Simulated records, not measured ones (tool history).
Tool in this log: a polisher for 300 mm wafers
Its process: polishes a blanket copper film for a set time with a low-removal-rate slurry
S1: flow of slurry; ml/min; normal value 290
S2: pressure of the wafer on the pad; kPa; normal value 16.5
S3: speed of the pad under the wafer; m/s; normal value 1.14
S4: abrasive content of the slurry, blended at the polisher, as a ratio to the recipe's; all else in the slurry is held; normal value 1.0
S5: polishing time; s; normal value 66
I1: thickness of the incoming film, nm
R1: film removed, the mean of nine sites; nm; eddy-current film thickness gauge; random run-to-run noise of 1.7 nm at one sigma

run,hour,S1,S2,S3,S4,S5,I1,R1
1,0.0,290,16.5,1.14,1.0,66,1252.9,160.2
2,15.5,290,16.5,1.14,1.0,66,1261.2,155.9
3,29.1,290,16.5,1.14,1.0,66,1255.7,155.7
4,38.0,290,16.5,1.14,1.0,66,1219.3,156.2
5,54.7,290,16.5,1.14,1.0,66,1238.7,157.4
6,68.8,290,16.5,1.14,1.0,66,1243.6,156.1
7,83.4,290,16.5,1.14,1.0,66,1225.6,153.0
8,92.1,265,16.5,1.14,0.8,56,1258.5,119.8
9,108.5,290,16.5,1.14,1.0,60,1243.6,139.1
# hour 110.8: slurry blender recalibrated
# hour 126.1: worn pad replaced by a new one
10,126.6,290,16.5,1.14,1.0,86,1236.3,223.3
11,138.7,290,16.5,1.14,1.0,66,1239.0,175.7
12,149.3,290,16.5,1.14,1.0,66,1237.8,172.7
13,189.3,290,16.5,1.14,1.0,66,1237.4,169.4
14,199.0,290,16.5,1.14,1.0,66,1213.2,167.6
15,215.6,290,16.5,0.90,0.8,83,1234.7,163.4
16,226.1,290,12.4,1.14,0.9,66,1252.1,123.5
# hour 248.8: worn pad replaced by a new one
17,257.1,215,16.5,1.14,1.0,66,1254.9,163.2
18,273.8,290,16.5,1.14,1.0,66,1226.9,167.1
# hour 279.4: head pressure recalibrated
# hour 288.5: slurry nozzle cleaned
19,290.4,290,19.3,1.14,1.0,78,1261.4,230.7
20,299.9,290,16.5,1.40,1.0,66,1212.1,200.1
21,312.3,345,16.5,1.32,1.0,66,1222.6,194.3
22,319.3,290,16.5,1.14,1.0,66,1256.0,165.7
23,332.6,290,16.5,1.14,1.0,66,1249.3,161.0
24,345.7,290,16.5,1.14,1.1,66,1247.9,166.2
25,361.2,260,16.5,1.14,0.7,66,1243.7,145.5
# hour 376.3: worn pad replaced by a new one
26,378.9,290,20.7,1.14,1.0,66,1237.8,205.0
27,387.0,290,16.5,1.14,1.0,66,1229.6,161.9
28,394.1,370,16.5,1.14,0.8,66,1259.7,155.9
29,410.4,210,16.5,1.14,1.0,76,1224.0,178.6
30,426.9,250,16.5,1.32,1.2,45,1255.8,127.9
31,440.7,365,20.7,1.14,1.0,66,1265.8,204.4

Below, some changes in R1 between adjacent runs. For each, the amount present without the hidden state too (settings, incoming material, random variation) and the amount remaining for the hidden state with gauge scatter not shared by both compared results:
Hidden state present: removal rate lost through wear of the pad, %; slurry flow missing at the pad, %; deviation of the head's pressure from its setpoint, %; abrasive missing from the slurry, %.
Run 9 -> 10: S5 60 -> 86, slurry blender recalibrated, worn pad replaced by a new one. R1 +84.2 nm: hidden state +16.2, all else +68.0.
Run 18 -> 19: S2 16.5 -> 19.3, S5 66 -> 78, head pressure recalibrated, slurry nozzle cleaned. R1 +63.6 nm: hidden state -4.3, all else +67.9.
Run 25 -> 26: S1 260 -> 290, S2 16.5 -> 20.7, S4 0.7 -> 1.0, worn pad replaced by a new one. R1 +59.5 nm: hidden state -6.4, all else +65.9.
Run 30 -> 31: S1 250 -> 365, S2 16.5 -> 20.7, S3 1.32 -> 1.14, S4 1.2 -> 1.0, S5 45 -> 66. R1 +76.5 nm: hidden state -8.1, all else +84.6.

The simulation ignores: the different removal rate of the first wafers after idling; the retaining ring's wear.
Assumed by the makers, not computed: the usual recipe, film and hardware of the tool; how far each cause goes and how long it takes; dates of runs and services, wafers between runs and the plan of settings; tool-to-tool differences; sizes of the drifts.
